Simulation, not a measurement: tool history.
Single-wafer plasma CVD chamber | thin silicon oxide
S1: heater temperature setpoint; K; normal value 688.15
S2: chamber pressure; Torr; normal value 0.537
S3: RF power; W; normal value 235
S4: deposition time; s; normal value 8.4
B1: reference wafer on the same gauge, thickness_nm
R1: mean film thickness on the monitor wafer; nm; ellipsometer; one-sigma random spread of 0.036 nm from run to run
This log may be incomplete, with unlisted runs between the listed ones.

{"run": 1, "hour": 0.0, "S1": 688.15, "S2": 0.537, "S3": 235, "S4": 8.4, "B1": 9.632, "R1": 9.412}
{"run": 2, "hour": 54.8, "S1": 688.15, "S2": 0.537, "S3": 235, "S4": 8.4, "B1": 9.621, "R1": 9.398}
{"run": 3, "hour": 152.7, "S1": 688.15, "S2": 0.537, "S3": 235, "S4": 8.4, "B1": 9.608, "R1": 9.326}
{"hour": 175.7, "done": "showerhead replaced"}
{"run": 4, "hour": 257.7, "S1": 688.15, "S2": 0.537, "S3": 235, "S4": 8.4, "B1": 9.622, "R1": 9.297}
{"hour": 298.0, "done": "thermocouple changed; heater temperature recalibrated"}
{"run": 5, "hour": 325.2, "S1": 688.15, "S2": 0.537, "S3": 235, "S4": 8.4, "B1": 9.627, "R1": 9.273}
{"run": 6, "hour": 410.1, "S1": 688.15, "S2": 0.537, "S3": 235, "S4": 8.4, "B1": 9.618, "R1": 9.289}
{"hour": 436.4, "done": "capacitance manometer re-zeroed and calibrated"}
{"run": 7, "hour": 460.4, "S1": 688.15, "S2": 0.435, "S3": 235, "S4": 8.4, "B1": 9.612, "R1": 7.442}
{"run": 8, "hour": 522.0, "S1": 688.15, "S2": 0.537, "S3": 235, "S4": 9.98, "B1": 9.625, "R1": 10.756}
{"run": 9, "hour": 619.2, "S1": 700.15, "S2": 0.452, "S3": 270, "S4": 8.4, "B1": 9.602, "R1": 8.527}
{"run": 10, "hour": 686.6, "S1": 688.15, "S2": 0.537, "S3": 235, "S4": 8.4, "B1": 9.624, "R1": 9.075}
{"run": 11, "hour": 790.9, "S1": 702.15, "S2": 0.423, "S3": 195, "S4": 7.08, "B1": 9.615, "R1": 5.155}
{"run": 12, "hour": 855.5, "S1": 688.15, "S2": 0.537, "S3": 200, "S4": 6.98, "B1": 9.646, "R1": 6.45}
{"run": 13, "hour": 894.2, "S1": 688.15, "S2": 0.537, "S3": 235, "S4": 8.4, "B1": 9.605, "R1": 9.022}
{"run": 14, "hour": 1001.7, "S1": 688.15, "S2": 0.537, "S3": 235, "S4": 8.4, "B1": 9.617, "R1": 9.041}
{"hour": 1026.3, "done": "gauge calibrated"}
{"run": 15, "hour": 1099.6, "S1": 698.15, "S2": 0.537, "S3": 275, "S4": 8.4, "B1": 9.599, "R1": 10.042}
{"run": 16, "hour": 1194.5, "S1": 688.15, "S2": 0.537, "S3": 235, "S4": 8.4, "B1": 9.624, "R1": 8.941}
{"run": 17, "hour": 1253.0, "S1": 697.15, "S2": 0.537, "S3": 235, "S4": 8.4, "B1": 9.618, "R1": 8.834}
{"hour": 1341.2, "done": "capacitance manometer re-zeroed and calibrated"}
{"run": 18, "hour": 1357.8, "S1": 688.15, "S2": 0.537, "S3": 235, "S4": 8.4, "B1": 9.623, "R1": 8.72}
{"hour": 1399.3, "done": "RF generator calibrated"}
{"run": 19, "hour": 1417.9, "S1": 688.15, "S2": 0.537, "S3": 235, "S4": 8.4, "B1": 9.608, "R1": 9.263}
{"run": 20, "hour": 1503.8, "S1": 688.15, "S2": 0.537, "S3": 235, "S4": 8.4, "B1": 9.617, "R1": 9.25}
{"run": 21, "hour": 1594.1, "S1": 688.15, "S2": 0.537, "S3": 235, "S4": 8.4, "B1": 9.621, "R1": 9.276}
{"run": 22, "hour": 1632.9, "S1": 680.15, "S2": 0.537, "S3": 270, "S4": 9.25, "B1": 9.612, "R1": 11.404}
{"run": 23, "hour": 1677.5, "S1": 674.15, "S2": 0.537, "S3": 235, "S4": 9.32, "B1": 9.635, "R1": 10.489}
{"run": 24, "hour": 1744.1, "S1": 688.15, "S2": 0.537, "S3": 235, "S4": 9.33, "B1": 9.608, "R1": 10.374}
{"run": 25, "hour": 1944.9, "S1": 688.15, "S2": 0.537, "S3": 235, "S4": 7.29, "B1": 9.621, "R1": 8.072}
{"run": 26, "hour": 1985.4, "S1": 677.15, "S2": 0.537, "S3": 235, "S4": 8.4, "B1": 9.624, "R1": 9.406}
{"run": 27, "hour": 2044.6, "S1": 688.15, "S2": 0.537, "S3": 255, "S4": 8.4, "B1": 9.614, "R1": 9.911}
{"run": 28, "hour": 2099.5, "S1": 688.15, "S2": 0.537, "S3": 235, "S4": 9.98, "B1": 9.623, "R1": 10.915}

Below are 4 alternative next runs, each starting from the tool's condition after run 28. Predict each:
{"run": "A", "hour": 2099.9, "S1": 688.15, "S2": 0.537, "S3": 235, "S4": 8.4, "B1": "?", "R1": "?"}
{"run": "B", "hour": 2099.9, "S1": 688.15, "S2": 0.611, "S3": 235, "S4": 7.9, "B1": "?", "R1": "?"}
{"run": "C", "hour": 2099.9, "S1": 692.15, "S2": 0.618, "S3": 210, "S4": 7.8, "B1": "?", "R1": "?"}
{"run": "D", "hour": 2099.9, "S1": 688.15, "S2": 0.587, "S3": 255, "S4": 6.79, "B1": "?", "R1": "?"}

run=A B1=9.612 R1=9.217
run=B B1=9.612 R1=9.736
run=C B1=9.612 R1=8.776
run=D B1=9.612 R1=8.599
What these runs would have given with no unlogged condition in the tool:
run=A R1=9.228
run=B R1=9.756
run=C R1=8.811
run=D R1=8.604
